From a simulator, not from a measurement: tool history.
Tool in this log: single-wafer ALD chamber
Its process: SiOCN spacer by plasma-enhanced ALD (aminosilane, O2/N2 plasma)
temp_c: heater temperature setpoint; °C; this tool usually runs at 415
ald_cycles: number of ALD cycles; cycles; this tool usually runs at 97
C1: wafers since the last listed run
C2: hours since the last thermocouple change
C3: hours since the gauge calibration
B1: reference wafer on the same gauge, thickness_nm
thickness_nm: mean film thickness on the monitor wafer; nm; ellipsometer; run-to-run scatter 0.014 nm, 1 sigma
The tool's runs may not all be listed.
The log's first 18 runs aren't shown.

-- hour=525.2 gauge calibrated
run 19 hour=528.4 | temp_c=415 ald_cycles=109 | C1=32 C2=795.1 C3=3.2 | B1=6.177 | thickness_nm=6.217
run 20 hour=545.8 | temp_c=415 ald_cycles=109 | C1=30 C2=812.5 C3=20.6 | B1=6.182 | thickness_nm=6.254
run 21 hour=558.2 | temp_c=415 ald_cycles=109 | C1=21 C2=824.9 C3=33 | B1=6.177 | thickness_nm=6.242
run 22 hour=581.7 | temp_c=415 ald_cycles=97 | C1=40 C2=848.4 C3=56.5 | B1=6.182 | thickness_nm=5.543
run 23 hour=614.7 | temp_c=415 ald_cycles=97 | C1=57 C2=881.4 C3=89.5 | B1=6.182 | thickness_nm=5.553
run 24 hour=632.6 | temp_c=415 ald_cycles=97 | C1=31 C2=899.3 C3=107.4 | B1=6.178 | thickness_nm=5.541
run 25 hour=660.9 | temp_c=415 ald_cycles=97 | C1=49 C2=927.6 C3=135.7 | B1=6.177 | thickness_nm=5.549
run 26 hour=689.7 | temp_c=426 ald_cycles=112 | C1=50 C2=956.4 C3=164.5 | B1=6.18 | thickness_nm=6.215
run 27 hour=793.4 | temp_c=415 ald_cycles=97 | C1=180 C2=1060.1 C3=268.2 | B1=6.179 | thickness_nm=5.572
run 28 hour=812.6 | temp_c=426 ald_cycles=97 | C1=33 C2=1079.3 C3=287.4 | B1=6.181 | thickness_nm=5.375
run 29 hour=829.4 | temp_c=430 ald_cycles=102 | C1=29 C2=1096.1 C3=304.2 | B1=6.177 | thickness_nm=5.574
run 30 hour=857.5 | temp_c=415 ald_cycles=97 | C1=48 C2=1124.2 C3=332.3 | B1=6.175 | thickness_nm=5.525
-- hour=886.9 thermocouple changed; heater temperature recalibrated
run 31 hour=887.4 | temp_c=405 ald_cycles=97 | C1=38 C2=0.5 C3=362.2 | B1=6.179 | thickness_nm=5.769
run 32 hour=913.9 | temp_c=415 ald_cycles=97 | C1=46 C2=27 C3=388.7 | B1=6.181 | thickness_nm=5.63
run 33 hour=995.5 | temp_c=422 ald_cycles=79 | C1=142 C2=108.6 C3=470.3 | B1=6.177 | thickness_nm=4.508
run 34 hour=1017.6 | temp_c=424 ald_cycles=110 | C1=38 C2=130.7 C3=492.4 | B1=6.18 | thickness_nm=6.202
run 35 hour=1047.7 | temp_c=405 ald_cycles=114 | C1=52 C2=160.8 C3=522.5 | B1=6.179 | thickness_nm=6.779
run 36 hour=1071.5 | temp_c=415 ald_cycles=89 | C1=41 C2=184.6 C3=546.3 | B1=6.182 | thickness_nm=5.141
run 37 hour=1094.2 | temp_c=409 ald_cycles=85 | C1=39 C2=207.3 C3=569 | B1=6.179 | thickness_nm=4.99
run 38 hour=1108 | temp_c=415 ald_cycles=87 | C1=24 C2=221.1 C3=582.8 | B1=6.179 | thickness_nm=5.034
run 39 hour=1149.7 | temp_c=422 ald_cycles=85 | C1=72 C2=262.8 C3=624.5 | B1=6.182 | thickness_nm=4.82
run 40 hour=1163.3 | temp_c=422 ald_cycles=79 | C1=23 C2=276.4 C3=638.1 | B1=6.184 | thickness_nm=4.474
run 41 hour=1188.1 | temp_c=425 ald_cycles=112 | C1=43 C2=301.2 C3=662.9 | B1=6.178 | thickness_nm=6.277
run 42 hour=1214.1 | temp_c=419 ald_cycles=87 | C1=45 C2=327.2 C3=688.9 | B1=6.177 | thickness_nm=4.958

Predict each of these 4 candidate next runs independently; none follows another, all start after run 42:
run A hour=1214.7 | temp_c=415 ald_cycles=91 | C1=1 C2=327.8 C3=689.5 | B1=? | thickness_nm=?
run B hour=1214.7 | temp_c=410 ald_cycles=97 | C1=1 C2=327.8 C3=689.5 | B1=? | thickness_nm=?
run C hour=1214.7 | temp_c=423 ald_cycles=84 | C1=1 C2=327.8 C3=689.5 | B1=? | thickness_nm=?
run D hour=1214.7 | temp_c=424 ald_cycles=84 | C1=1 C2=327.8 C3=689.5 | B1=? | thickness_nm=?

run=A B1=6.181 thickness_nm=5.243
run=B B1=6.181 thickness_nm=5.666
run=C B1=6.181 thickness_nm=4.732
run=D B1=6.181 thickness_nm=4.718
Stripped of hidden state, with their random variation kept, the same runs would have yielded:
run=A thickness_nm=5.267
run=B thickness_nm=5.691
run=C thickness_nm=4.754
run=D thickness_nm=4.741

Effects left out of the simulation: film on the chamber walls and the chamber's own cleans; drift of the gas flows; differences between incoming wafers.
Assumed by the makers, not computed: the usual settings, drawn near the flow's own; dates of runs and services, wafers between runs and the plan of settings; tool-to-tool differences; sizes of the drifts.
